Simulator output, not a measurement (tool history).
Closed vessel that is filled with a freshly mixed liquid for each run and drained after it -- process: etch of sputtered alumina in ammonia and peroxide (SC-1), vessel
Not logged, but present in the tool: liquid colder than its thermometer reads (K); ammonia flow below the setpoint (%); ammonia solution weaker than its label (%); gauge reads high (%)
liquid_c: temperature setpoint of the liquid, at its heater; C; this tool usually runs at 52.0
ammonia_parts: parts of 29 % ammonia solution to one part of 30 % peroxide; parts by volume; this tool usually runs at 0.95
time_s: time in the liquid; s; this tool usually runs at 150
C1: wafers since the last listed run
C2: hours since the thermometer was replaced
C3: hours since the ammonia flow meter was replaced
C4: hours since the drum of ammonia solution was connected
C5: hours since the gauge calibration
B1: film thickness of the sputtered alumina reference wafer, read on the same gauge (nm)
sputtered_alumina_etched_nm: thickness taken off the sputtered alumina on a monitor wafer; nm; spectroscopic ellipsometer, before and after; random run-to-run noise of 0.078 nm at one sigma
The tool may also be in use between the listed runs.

run 1 day=0.000 | liquid_c=52.0 ammonia_parts=0.95 time_s=150 | C1=0 C2=1198.7 C3=2036.5 C4=349.5 C5=379.3 | B1=90.06 | sputtered_alumina_etched_nm=9.67
-- day=0.708 new drum of ammonia solution connected
run 2 day=1.938 | liquid_c=52.0 ammonia_parts=0.95 time_s=150 | C1=4468 C2=1245.2 C3=2083.0 C4=29.5 C5=425.8 | B1=89.98 | sputtered_alumina_etched_nm=9.55
run 3 day=3.546 | liquid_c=52.0 ammonia_parts=0.95 time_s=150 | C1=3790 C2=1283.8 C3=2121.6 C4=68.1 C5=464.4 | B1=90.00 | sputtered_alumina_etched_nm=9.58
run 4 day=7.838 | liquid_c=52.0 ammonia_parts=0.95 time_s=150 | C1=10115 C2=1386.8 C3=2224.6 C4=171.1 C5=567.4 | B1=89.99 | sputtered_alumina_etched_nm=9.66
run 5 day=11.379 | liquid_c=52.0 ammonia_parts=0.95 time_s=150 | C1=8347 C2=1471.8 C3=2309.6 C4=256.1 C5=652.4 | B1=90.02 | sputtered_alumina_etched_nm=9.57
run 6 day=15.683 | liquid_c=52.0 ammonia_parts=0.95 time_s=150 | C1=10144 C2=1575.1 C3=2412.9 C4=359.4 C5=755.7 | B1=89.99 | sputtered_alumina_etched_nm=9.35
-- day=16.646 new drum of ammonia solution connected
run 7 day=18.421 | liquid_c=52.0 ammonia_parts=0.95 time_s=150 | C1=6354 C2=1640.8 C3=2478.6 C4=42.6 C5=821.4 | B1=90.01 | sputtered_alumina_etched_nm=9.50
run 8 day=20.050 | liquid_c=52.0 ammonia_parts=1.15 time_s=150 | C1=3839 C2=1679.9 C3=2517.7 C4=81.7 C5=860.5 | B1=90.04 | sputtered_alumina_etched_nm=9.56
run 9 day=24.371 | liquid_c=52.0 ammonia_parts=0.95 time_s=150 | C1=10184 C2=1783.6 C3=2621.4 C4=185.4 C5=964.2 | B1=90.00 | sputtered_alumina_etched_nm=9.37
-- day=24.583 thermometer replaced
-- day=25.096 gauge calibrated
run 10 day=26.667 | liquid_c=59.5 ammonia_parts=0.95 time_s=65 | C1=5313 C2=50.0 C3=2676.5 C4=240.5 C5=37.7 | B1=90.01 | sputtered_alumina_etched_nm=6.56
-- day=27.446 ammonia flow meter replaced
run 11 day=30.667 | liquid_c=42.0 ammonia_parts=0.80 time_s=150 | C1=9329 C2=146.0 C3=77.3 C4=336.5 C5=133.7 | B1=90.01 | sputtered_alumina_etched_nm=5.65
-- day=33.533 new drum of ammonia solution connected
run 12 day=33.567 | liquid_c=52.0 ammonia_parts=0.95 time_s=150 | C1=6737 C2=215.6 C3=146.9 C4=0.8 C5=203.3 | B1=89.97 | sputtered_alumina_etched_nm=10.16
run 13 day=35.667 | liquid_c=52.0 ammonia_parts=1.10 time_s=150 | C1=4949 C2=266.0 C3=197.3 C4=51.2 C5=253.7 | B1=90.00 | sputtered_alumina_etched_nm=10.19
run 14 day=39.950 | liquid_c=45.0 ammonia_parts=0.95 time_s=150 | C1=10095 C2=368.8 C3=300.1 C4=154.0 C5=356.5 | B1=89.97 | sputtered_alumina_etched_nm=6.79
run 15 day=41.946 | liquid_c=52.0 ammonia_parts=0.95 time_s=150 | C1=4704 C2=416.7 C3=348.0 C4=201.9 C5=404.4 | B1=90.01 | sputtered_alumina_etched_nm=9.98
run 16 day=46.162 | liquid_c=42.5 ammonia_parts=1.20 time_s=150 | C1=9938 C2=517.9 C3=449.2 C4=303.1 C5=505.6 | B1=89.94 | sputtered_alumina_etched_nm=5.98

Here are 5 independent what-if runs from the current tool condition. What would each one return?
run A day=46.192 | liquid_c=49.5 ammonia_parts=0.95 time_s=150 | C1=68 C2=518.6 C3=449.9 C4=303.8 C5=506.3 | B1=? | sputtered_alumina_etched_nm=?
run B day=46.192 | liquid_c=52.0 ammonia_parts=0.75 time_s=125 | C1=68 C2=518.6 C3=449.9 C4=303.8 C5=506.3 | B1=? | sputtered_alumina_etched_nm=?
run C day=46.192 | liquid_c=45.0 ammonia_parts=0.80 time_s=85 | C1=68 C2=518.6 C3=449.9 C4=303.8 C5=506.3 | B1=? | sputtered_alumina_etched_nm=?
run D day=46.192 | liquid_c=59.5 ammonia_parts=1.05 time_s=60 | C1=68 C2=518.6 C3=449.9 C4=303.8 C5=506.3 | B1=? | sputtered_alumina_etched_nm=?
run E day=46.192 | liquid_c=59.5 ammonia_parts=0.95 time_s=235 | C1=68 C2=518.6 C3=449.9 C4=303.8 C5=506.3 | B1=? | sputtered_alumina_etched_nm=?

run=A B1=89.99 sputtered_alumina_etched_nm=8.69
run=B B1=89.99 sputtered_alumina_etched_nm=8.13
run=C B1=89.99 sputtered_alumina_etched_nm=3.76
run=D B1=89.99 sputtered_alumina_etched_nm=6.00
run=E B1=89.99 sputtered_alumina_etched_nm=23.27
With no hidden state in the tool, these same runs would have given:
run=A sputtered_alumina_etched_nm=9.04
run=B sputtered_alumina_etched_nm=8.45
run=C sputtered_alumina_etched_nm=3.92
run=D sputtered_alumina_etched_nm=6.22
run=E sputtered_alumina_etched_nm=24.14

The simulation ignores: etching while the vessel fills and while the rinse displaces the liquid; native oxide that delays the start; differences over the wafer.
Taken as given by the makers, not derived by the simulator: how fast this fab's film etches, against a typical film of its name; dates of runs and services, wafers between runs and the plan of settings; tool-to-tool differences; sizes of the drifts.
